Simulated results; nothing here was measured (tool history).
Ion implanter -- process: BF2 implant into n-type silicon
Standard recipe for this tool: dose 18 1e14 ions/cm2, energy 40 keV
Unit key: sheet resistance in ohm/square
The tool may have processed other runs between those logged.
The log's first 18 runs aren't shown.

run    hour   dose  energy  wafers since the last listed run  hours since the last dose calibration  hours since the extraction supply was calibrated  hours since the gauge calibration  read-back reference wafer on the same gauge, sheet resistance  sheet resistance
     1296.7  -- Faraday cup replaced and dose calibrated
 19  1359.1     18    34.5                              2117                                   62.4                                             516.4                              518.2                                                          89.14            107.45
 20  1404.9  12.99    29.5                              1016                                  108.2                                             562.2                                564                                                          88.95            124.38
 21  1449.2     18      46                               983                                  152.5                                             606.5                              608.3                                                          89.05             95.21
 22  1540.4  20.92      30                              2024                                  243.7                                             697.7                              699.5                                                          89.01            111.67
 23  1603.2   16.6      40                              1394                                  306.5                                             760.5                              762.3                                                          88.97            103.08
 24  1658.4     18      40                              1225                                  361.7                                             815.7                              817.5                                                          89.08            101.16
 25  1729.3  14.44      32                              1573                                  432.6                                             886.6                              888.4                                                          89.03            117.03
 26  1830.9  21.29    26.5                              2255                                  534.2                                             988.2                                990                                                          88.97            117.08
 27  1935.1  14.41      32                              2313                                  638.4                                            1092.4                             1094.2                                                          89.03            117.66
 28  2008.8     18    46.5                              1635                                  712.1                                            1166.1                             1167.9                                                          89.08             95.72
       2052  -- gauge calibrated
 29  2304.9  16.01      43                              6572                                 1008.2                                            1462.2                              252.9                                                          89.06            102.67
 30  2387.5  14.98    31.5                              1833                                 1090.8                                            1544.8                              335.5                                                          88.95            117.31
 31  2457.1  14.74      51                              1544                                 1160.4                                            1614.4                              405.1                                                             89            100.03
 32  2530.5  22.03    29.5                              1629                                 1233.8                                            1687.8                              478.5                                                          89.06            112.17

Here are 3 independent what-if runs from the current tool condition. What would each one return?
  A  2530.9  19.83      40                                 8                                 1234.2                                            1688.2                              478.9                                                              ?                 ?
  B  2530.9  16.24      52                                 8                                 1234.2                                            1688.2                              478.9                                                              ?                 ?
  C  2530.9  15.16    35.5                                 8                                 1234.2                                            1688.2                              478.9                                                              ?                 ?

run  read-back reference wafer on the same gauge, sheet resistance  sheet resistance
  A                                                          89.03             99.56
  B                                                          89.03             95.24
  C                                                          89.03            111.62
Take away the tool's hidden state, keep each run's random variation, and the runs would have read:
run  sheet resistance
  A             98.97
  B             94.06
  C            110.52

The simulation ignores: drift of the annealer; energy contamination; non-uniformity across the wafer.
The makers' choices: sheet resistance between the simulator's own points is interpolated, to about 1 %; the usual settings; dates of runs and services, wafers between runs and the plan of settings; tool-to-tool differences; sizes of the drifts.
